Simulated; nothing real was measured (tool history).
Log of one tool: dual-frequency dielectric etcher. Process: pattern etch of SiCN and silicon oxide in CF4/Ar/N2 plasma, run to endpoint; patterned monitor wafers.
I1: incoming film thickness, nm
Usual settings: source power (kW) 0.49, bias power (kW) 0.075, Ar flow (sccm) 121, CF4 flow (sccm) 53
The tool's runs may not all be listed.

Run 1, hour 0: usual settings but CF4 flow (sccm) 60; I1 17.99. Result: endpoint time (s) 20.4.
Run 2, hour 89.5: usual settings but CF4 flow (sccm) 60; I1 18.17. Result: endpoint time (s) 20.4.
At hour 199.4: wet clean of the chamber.
Run 3, hour 248.1: usual settings but CF4 flow (sccm) 60; I1 18.13. Result: endpoint time (s) 21.3.
Run 4, hour 327.1: usual settings but Ar flow (sccm) 102; I1 18.06. Result: endpoint time (s) 20.9.
Run 5, hour 375.4: usual settings but source power (kW) 0.44, CF4 flow (sccm) 58; I1 17.91. Result: endpoint time (s) 22.
Run 6, hour 472.4: usual settings but source power (kW) 0.44, CF4 flow (sccm) 58; I1 17.99. Result: endpoint time (s) 22.
Run 7, hour 567.7: usual settings but source power (kW) 0.44, CF4 flow (sccm) 58; I1 17.95. Result: endpoint time (s) 21.9.
Run 8, hour 623.5: usual settings; I1 17.91. Result: endpoint time (s) 20.7.
Run 9, hour 721.7: usual settings but Ar flow (sccm) 111, CF4 flow (sccm) 42; I1 17.9. Result: endpoint time (s) 21.8.
At hour 771.7: wet clean of the chamber.
At hour 789.5: upper electrode replaced, of another model than before.
Run 10, hour 822.1: usual settings but source power (kW) 0.55, CF4 flow (sccm) 42; I1 18.01. Result: endpoint time (s) 21.3.
Run 11, hour 924.2: usual settings but source power (kW) 0.55; I1 18.12. Result: endpoint time (s) 19.7.
Run 12, hour 1026.9: usual settings but Ar flow (sccm) 101, CF4 flow (sccm) 45; I1 17.89. Result: endpoint time (s) 21.4.
Run 13, hour 1130.2: usual settings but source power (kW) 0.61, CF4 flow (sccm) 66; I1 18.07. Result: endpoint time (s) 16.9.
At hour 1208.4: bias power generator calibrated.
At hour 1210.1: CF4 flow controller replaced.
Run 14, hour 1233.2: usual settings but bias power (kW) 0.084, CF4 flow (sccm) 59; I1 17.94. Result: endpoint time (s) 19.4.
Run 15, hour 1313.2: usual settings but bias power (kW) 0.06, Ar flow (sccm) 91, CF4 flow (sccm) 58; I1 18.09. Result: endpoint time (s) 21.8.
At hour 1337.2: wet clean of the chamber.
At hour 1337.2: source power generator calibrated.
At hour 1410.4: Ar flow controller replaced.
Run 16, hour 1419.3: usual settings but bias power (kW) 0.094; I1 18.01. Result: endpoint time (s) 19.5.
Run 17, hour 1521: usual settings but Ar flow (sccm) 91, CF4 flow (sccm) 62; I1 17.86. Result: endpoint time (s) 19.2.
Run 18, hour 1603.7: usual settings but source power (kW) 0.4, Ar flow (sccm) 136; I1 18.11. Result: endpoint time (s) 25.8.
Run 19, hour 1707: usual settings but bias power (kW) 0.089, CF4 flow (sccm) 40; I1 17.98. Result: endpoint time (s) 21.1.
Run 20, hour 1794.2: usual settings but source power (kW) 0.41; I1 17.93. Result: endpoint time (s) 24.
Run 21, hour 1831.2: usual settings; I1 17.93. Result: endpoint time (s) 21.2.
Run 22, hour 1895.2: usual settings but Ar flow (sccm) 103; I1 18.01. Result: endpoint time (s) 19.9.
Run 23, hour 1941: usual settings; I1 17.93. Result: endpoint time (s) 20.7.
At hour 1995.7: wet clean of the chamber.
Run 24, hour 2040.3: usual settings but bias power (kW) 0.089, CF4 flow (sccm) 46; I1 17.89. Result: endpoint time (s) 20.4.
Run 25, hour 2105: usual settings but bias power (kW) 0.089, CF4 flow (sccm) 46; I1 18.06. Result: endpoint time (s) 21.

Measured less the same run without the tool's hidden state. The same run-to-run variation is in both; the gauge's scatter may not be:
The hidden state here: etch rate over this chamber's usual, %; source power that arrives over what is set, %; bias power that arrives over what is set, %; Ar flow that arrives over what is set, %; CF4 flow that arrives over what is set, %.
run  endpoint time (s)
  1               -0.8
  2                 -1
  3               -0.3
  4               -0.4
  5               -0.5
  6               -0.8
  7               -0.9
  8                 -1
  9               -1.3
 10               -0.2
 11               -0.4
 12               -0.6
 13               -0.7
 14               -0.9
 15               -1.2
 16               -0.2
 17               -0.4
 18               -0.6
 19               -0.8
 20               -1.1
 21                 -1
 22               -1.1
 23               -1.2
 24               -0.1
 25               -0.2
